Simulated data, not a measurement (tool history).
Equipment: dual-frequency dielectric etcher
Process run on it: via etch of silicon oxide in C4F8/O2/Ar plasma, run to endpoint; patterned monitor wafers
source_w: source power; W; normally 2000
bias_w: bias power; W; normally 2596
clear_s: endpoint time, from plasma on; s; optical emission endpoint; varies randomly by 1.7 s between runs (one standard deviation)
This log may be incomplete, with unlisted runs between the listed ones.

run,day,source_w,bias_w,wafers since the last listed run,hours since the last wet clean,hours since the last source power generator calibration,hours since the last bias power generator calibration,hours since the last upper electrode change,"incoming incoming film thickness, nm",clear_s
1,0,2000,2596,0,157,3231.5,1735.2,3098,2103.1,370.4
2,1.821,2000,2596,288,200.7,3275.2,1778.9,3141.7,2107.1,371.9
3,3.588,2000,2596,280,243.1,3317.6,1821.3,3184.1,2105,374.6
4,4.642,2000,2596,167,268.4,3342.9,1846.6,3209.4,2093.9,369.2
5,7.175,2000,2596,401,329.2,3403.7,1907.4,3270.2,2107.2,375
6,10.133,2000,2596,468,400.2,3474.7,1978.4,3341.2,2080.4,367.9
7,11.396,2000,2596,200,430.5,3505,2008.7,3371.5,2093.5,373.8
8,14.396,2000,2596,475,502.5,3577,2080.7,3443.5,2104.9,379.9
# day 16.925: wet clean of the chamber
9,16.946,2000,2596,245,0.5,3638.2,2141.9,3504.7,2091.6,383.8
10,17.929,2000,2596,155,24.1,3661.8,2165.5,3528.3,2104.8,390.5
11,20.567,2000,2596,418,87.4,3725.1,2228.8,3591.6,2091.4,386
12,22.979,2190,2596,382,145.3,3783,2286.7,3649.5,2101.7,378
13,24.475,2190,2596,237,181.2,3818.9,2322.6,3685.4,2080.4,377.2
14,26.862,2190,2596,378,238.5,3876.2,2379.9,3742.7,2112.4,380.1
15,29.862,2000,2596,475,310.5,3948.2,2451.9,3814.7,2093.4,393.5
# day 31.212: wet clean of the chamber, repeated, since the last time left the tool worse
16,32.721,2000,2413,294,36.2,4016.8,2520.5,3883.3,2119.5,376
17,34.046,2000,2596,210,68,4048.6,2552.3,3915.1,2090.8,364.4
18,39.05,2000,2329,793,188.1,4168.7,2672.4,4035.2,2090.7,376.4
19,40.804,2390,3162,278,230.2,4210.8,2714.5,4077.3,2088.5,332.6
# day 43.167: upper electrode replaced
20,43.679,2000,2596,297,299.2,4279.8,2783.5,12.3,2097.6,372.4
21,45.396,2000,2596,272,340.4,4321,2824.7,53.5,2100.6,369.7
# day 45.95: bias power generator calibrated
22,46.792,2000,1997,194,373.9,4354.5,20.2,87,2090,395.4
23,48.896,2130,2140,333,424.4,4405,70.7,137.5,2107.4,383.2
24,51,1600,2596,333,474.9,4455.5,121.2,188,2113.8,405.6
25,52.75,2440,2914,277,516.9,4497.5,163.2,230,2100.9,344.5
26,54.467,1760,2352,272,558.1,4538.7,204.4,271.2,2094,400.4
# day 55.546: wet clean of the chamber
27,57.296,2000,2596,289,42,4606.6,272.3,339.1,2087.5,367.8
28,59.075,2000,2596,282,84.7,4649.3,315,381.8,2107.7,370.8
# day 59.912: source power generator calibrated
29,62.029,2300,2252,441,155.6,50.8,385.9,452.7,2080.9,359.4
30,63.65,1630,3077,256,194.5,89.7,424.8,491.6,2098.7,381.3
31,69.383,2000,2596,908,332.1,227.3,562.4,629.2,2098.4,372.5
32,71.862,2490,2596,393,391.6,286.8,621.9,688.7,2089.1,345.1
33,74.75,2000,2596,457,460.9,356.1,691.2,758,2097,378.3
34,76.188,2000,2596,227,495.4,390.6,725.7,792.5,2108.1,374.2

Here are 5 independent what-if runs from the current tool condition. What would each one return?
A,76.208,2000,2939,3,495.9,391.1,726.2,793,2097.2,?
B,76.208,2160,2898,3,495.9,391.1,726.2,793,2097.2,?
C,76.208,2480,1950,3,495.9,391.1,726.2,793,2097.2,?
D,76.208,2000,2884,3,495.9,391.1,726.2,793,2097.2,?
E,76.208,1840,3006,3,495.9,391.1,726.2,793,2097.2,?

run,clear_s
A,368
B,359.5
C,372
D,369.6
E,376.7
Without the tool's hidden state the same runs would have given:
run,clear_s
A,359
B,350.7
C,362.9
D,360.5
E,367.4
